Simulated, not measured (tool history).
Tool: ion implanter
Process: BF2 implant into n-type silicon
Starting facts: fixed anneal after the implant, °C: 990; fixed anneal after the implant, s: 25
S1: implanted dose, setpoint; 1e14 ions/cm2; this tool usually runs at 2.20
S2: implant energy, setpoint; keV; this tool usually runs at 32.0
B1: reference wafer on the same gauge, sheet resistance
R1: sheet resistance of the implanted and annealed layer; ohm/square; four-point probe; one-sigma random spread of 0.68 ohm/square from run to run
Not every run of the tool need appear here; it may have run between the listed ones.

run   hour    S1    S2      B1      R1
  1    0.0  2.20  32.0  534.95  444.85
  2   32.9  2.20  32.0  535.23  444.42
  3   64.4  2.20  32.0  535.09  445.04
  4   86.9  2.20  32.0  534.97  445.77
  5  116.5  2.20  28.5  535.07  448.04
  6  143.2  2.20  28.5  535.05  447.71
  7  178.7  2.20  37.5  535.01  438.38
  8  194.0  2.20  32.0  535.01  442.22
  9  222.0  2.20  32.0  534.75  444.50
 10  239.3  2.20  32.0  535.05  445.27
     269.0  -- Faraday cup replaced and dose calibrated
 11  273.6  2.20  32.0  534.94  452.80
 12  304.6  2.20  32.0  535.10  452.74
     335.4  -- gauge calibrated
 13  336.2  1.99  35.5  534.93  487.80
 14  364.0  2.64  26.5  535.13  393.53
 15  389.0  1.74  41.0  535.00  531.53
 16  414.8  2.50  36.5  535.00  402.85
 17  443.6  1.66  32.0  534.85  565.88
     456.2  -- extraction supply calibrated
 18  456.7  1.81  28.5  534.74  535.58
 19  472.8  2.68  32.0  535.10  383.61
 20  504.4  2.54  24.5  534.89  407.85
 21  535.5  2.20  32.0  535.08  450.74
 22  571.1  1.66  32.0  534.82  565.52
 23  584.2  2.20  32.0  534.97  450.61
 24  609.2  2.84  32.0  535.22  365.40
 25  625.8  2.38  29.0  535.12  425.25
 26  655.9  1.65  37.0  535.10  558.79
 27  688.9  2.20  32.0  535.04  449.20
 28  707.1  1.84  32.0  535.31  521.32
 29  726.3  2.56  36.5  535.19  394.56
 30  745.2  1.55  32.0  534.81  597.13
 31  772.3  2.20  32.0  534.63  450.19
 32  804.7  2.20  32.0  535.05  450.04
 33  822.4  2.38  32.0  534.81  422.36
 34  848.2  1.82  22.0  535.19  543.12
 35  870.1  2.20  28.5  535.16  452.03
 36  891.1  2.20  32.0  534.86  448.06

How would selected steps in R1 from run to run divide? Give the signed amount a tool lacking its hidden state would still show from settings, what came in and random variation, and the signed amount left for the hidden state, including any gauge scatter that is not in both of the compared results.
Unlogged tool condition in this case: deviation of the true dose from the Faraday cup's reading, %; deviation of the true energy from its setpoint, %; gauge reads high (%).
Run 10 -> 11: Faraday cup replaced and dose calibrated. R1 +7.53 ohm/square: hidden state +9.02, all else -1.49.
Run 16 -> 17: S1 2.50 -> 1.66, S2 36.5 -> 32.0. R1 +163.03 ohm/square: hidden state -0.53, all else +163.56.
Run 18 -> 19: S1 1.81 -> 2.68, S2 28.5 -> 32.0. R1 -151.97 ohm/square: hidden state +0.31, all else -152.28.
Run 29 -> 30: S1 2.56 -> 1.55, S2 36.5 -> 32.0. R1 +202.57 ohm/square: hidden state -1.28, all else +203.85.
Run 33 -> 34: S1 2.38 -> 1.82, S2 32.0 -> 22.0. R1 +120.76 ohm/square: hidden state -1.27, all else +122.03.
